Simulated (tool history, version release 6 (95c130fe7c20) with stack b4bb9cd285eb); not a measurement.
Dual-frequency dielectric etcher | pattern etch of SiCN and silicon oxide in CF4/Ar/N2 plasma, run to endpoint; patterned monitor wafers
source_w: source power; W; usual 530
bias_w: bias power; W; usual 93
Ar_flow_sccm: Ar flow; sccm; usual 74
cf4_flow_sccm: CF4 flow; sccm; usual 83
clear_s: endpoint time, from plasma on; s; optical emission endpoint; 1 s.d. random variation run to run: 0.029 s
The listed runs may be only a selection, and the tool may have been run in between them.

run	hour	source_w	bias_w	Ar_flow_sccm	cf4_flow_sccm	wafers since the last listed run	hours since the last wet clean	hours since the last source power generator calibration	hours since the last bias power generator calibration	hours since the last Ar flow controller change	hours since the last CF4 flow controller change	hours since the last upper electrode change	incoming incoming film thickness, nm	clear_s
1	0	530	93	74	83	0	253.7	1526.2	2320.8	11.8	2731	2136.6	11.52	9.3
2	34.8	530	93	74	83	594	288.5	1561	2355.6	46.6	2765.8	2171.4	11.37	9.2
3	48.9	530	93	74	83	240	302.6	1575.1	2369.7	60.7	2779.9	2185.5	11.38	9.1
4	74.2	530	93	74	83	431	327.9	1600.4	2395	86	2805.2	2210.8	11.37	9.1
# hour 86.3: bias power generator calibrated
5	103.1	530	93	74	83	425	356.8	1629.3	16.8	114.9	2834.1	2239.7	11.44	9.1
6	123.1	530	110	82	83	341	376.8	1649.3	36.8	134.9	2854.1	2259.7	11.41	8.7
7	157.9	530	100	59	83	594	411.6	1684.1	71.6	169.7	2888.9	2294.5	11.46	8.7
8	182	530	93	74	83	411	435.7	1708.2	95.7	193.8	2913	2318.6	11.39	9
9	214.4	580	93	64	83	553	468.1	1740.6	128.1	226.2	2945.4	2351	11.46	8.1
# hour 243.1: wet clean of the chamber
# hour 247.3: source power generator calibrated
# hour 249.5: CF4 flow controller replaced
10	250	500	76	86	71	93	6.9	2.7	163.7	261.8	0.5	2386.6	11.42	11.6
11	250.3	420	75	85	83	5	7.2	3	164	262.1	0.8	2386.9	11.34	13.7
12	281.3	530	79	74	83	529	38.2	34	195	293.1	31.8	2417.9	11.29	10
13	315.6	530	83	74	83	585	72.5	68.3	229.3	327.4	66.1	2452.2	11.34	9.8
14	334.4	530	84	80	98	321	91.3	87.1	248.1	346.2	84.9	2471	11.41	9.7
15	348.5	530	93	74	99	240	105.4	101.2	262.2	360.3	99	2485.1	11.31	9.2
# hour 378.6: upper electrode replaced
16	379.1	480	93	83	75	112	136	131.8	292.8	390.9	129.6	0.5	11.42	11.1
17	391.5	620	107	59	83	211	148.4	144.2	305.2	403.3	142	12.9	11.42	7.5
18	408	530	93	74	83	281	164.9	160.7	321.7	419.8	158.5	29.4	11.42	9.5
19	441.3	530	93	83	69	568	198.2	194	355	453.1	191.8	62.7	11.52	10.2
20	463.5	650	115	64	68	379	220.4	216.2	377.2	475.3	214	84.9	11.37	7.3
21	480.5	580	113	88	83	290	237.4	233.2	394.2	492.3	231	101.9	11.35	8.2
22	501.2	630	113	81	90	353	258.1	253.9	414.9	513	251.7	122.6	11.5	7.4
23	527.9	530	93	74	83	455	284.8	280.6	441.6	539.7	278.4	149.3	11.4	9.5
24	587.8	630	101	83	96	1022	344.7	340.5	501.5	599.6	338.3	209.2	11.53	7.6

Describe how what the log doesn't record of the tool's condition differs between the last listed run preceding each entry between runs and the first listed run following it.
Between runs 4 and 5: bias power generator calibrated (hour 86.3)
  source power that arrives over what is set, %: 3.96 -> 4.11
  the result without the hidden state subtracted from the measured one, clear_s: -0.4 -> -0.5 s
Between runs 9 and 10: wet clean of the chamber (hour 243.1); source power generator calibrated (hour 247.3); CF4 flow controller replaced (hour 249.5)
  source power that arrives over what is set, %: 4.75 -> -0.274
  the result without the hidden state subtracted from the measured one, clear_s: -0.4 -> +0 s
Between runs 15 and 16: upper electrode replaced (hour 378.6)
  source power that arrives over what is set, %: -0.256 -> -0.244
  the result without the hidden state subtracted from the measured one, clear_s: +0 -> +0.1 s
